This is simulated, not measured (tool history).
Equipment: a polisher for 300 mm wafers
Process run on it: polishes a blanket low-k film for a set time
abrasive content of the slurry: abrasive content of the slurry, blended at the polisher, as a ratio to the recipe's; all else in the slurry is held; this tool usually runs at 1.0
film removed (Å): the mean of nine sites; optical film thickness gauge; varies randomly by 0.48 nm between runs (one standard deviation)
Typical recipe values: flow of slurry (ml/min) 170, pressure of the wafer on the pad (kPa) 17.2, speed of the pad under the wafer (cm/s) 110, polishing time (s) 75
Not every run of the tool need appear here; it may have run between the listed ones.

| run | hour | flow of slurry (ml/min) | pressure of the wafer on the pad (kPa) | speed of the pad under the wafer (cm/s) | abrasive content of the slurry | polishing time (s) | wafers since the last listed run | wafers polished on this pad | hours since the slurry nozzle was cleaned | hours since the head pressure was calibrated | hours since the slurry blender was calibrated | hours since the conditioning disc was replaced | incoming thickness of the incoming film, nm | film removed (Å) |
|---|---|---|---|---|---|---|---|---|---|---|---|---|---|---|
| 1 | 0.0 | 170 | 17.2 | 110 | 0.9 | 84 | 0 | 918 | 687.9 | 5.4 | 333.4 | 193.3 | 498.9 | 447 |
| 2 | 79.0 | 170 | 17.2 | 138 | 1.0 | 75 | 552 | 1471 | 766.9 | 84.4 | 412.4 | 272.3 | 487.8 | 486 |
|  | 103.2 | slurry blender recalibrated |
|  | 105.9 | slurry nozzle cleaned |
| 3 | 145.0 | 170 | 17.2 | 138 | 1.0 | 75 | 440 | 1912 | 39.1 | 150.4 | 41.8 | 338.3 | 489.5 | 474 |
|  | 191.2 | conditioning disc replaced and pad reconditioned |
|  | 209.5 | worn pad replaced by a new one |
| 4 | 225.0 | 170 | 17.2 | 138 | 1.0 | 75 | 517 | 108 | 119.1 | 230.4 | 121.8 | 33.8 | 493.4 | 462 |
| 5 | 269.6 | 170 | 17.2 | 110 | 1.0 | 75 | 312 | 420 | 163.7 | 275.0 | 166.4 | 78.4 | 483.9 | 373 |
|  | 327.2 | head pressure recalibrated |
| 6 | 482.0 | 170 | 17.2 | 110 | 1.0 | 75 | 1471 | 1892 | 376.1 | 154.8 | 378.8 | 290.8 | 486.6 | 383 |
|  | 541.1 | slurry blender recalibrated |
| 7 | 561.5 | 170 | 17.2 | 110 | 1.0 | 75 | 542 | 2434 | 455.6 | 234.3 | 20.4 | 370.3 | 488.0 | 384 |
|  | 575.2 | worn pad replaced by a new one |
| 8 | 597.6 | 170 | 17.2 | 110 | 1.0 | 75 | 224 | 156 | 491.7 | 270.4 | 56.5 | 406.4 | 489.7 | 369 |
|  | 607.3 | conditioning disc replaced and pad reconditioned |
|  | 704.2 | head pressure recalibrated |
| 9 | 893.7 | 170 | 17.2 | 110 | 1.0 | 75 | 2043 | 2200 | 787.8 | 189.5 | 352.6 | 286.4 | 492.7 | 409 |
|  | 910.3 | slurry nozzle cleaned |
|  | 951.0 | slurry blender recalibrated |
|  | 956.8 | worn pad replaced by a new one |
| 10 | 959.6 | 170 | 17.2 | 110 | 1.0 | 75 | 412 | 19 | 49.3 | 255.4 | 8.6 | 352.3 | 479.3 | 399 |

Run 11 comes next. What will it give?
|  | 1009.2 | conditioning disc replaced and pad reconditioned |
|  | 1050.6 | head pressure recalibrated |
| 11 | 1059.5 | 170 | 22.8 | 110 | 1.0 | 87 | 670 | 690 | 149.2 | 8.9 | 108.5 | 50.3 | 489.7 | ? |

film removed (Å): 610
On a tool with no hidden condition, and with the same random variation, this run would have come out at film removed (Å) 614.

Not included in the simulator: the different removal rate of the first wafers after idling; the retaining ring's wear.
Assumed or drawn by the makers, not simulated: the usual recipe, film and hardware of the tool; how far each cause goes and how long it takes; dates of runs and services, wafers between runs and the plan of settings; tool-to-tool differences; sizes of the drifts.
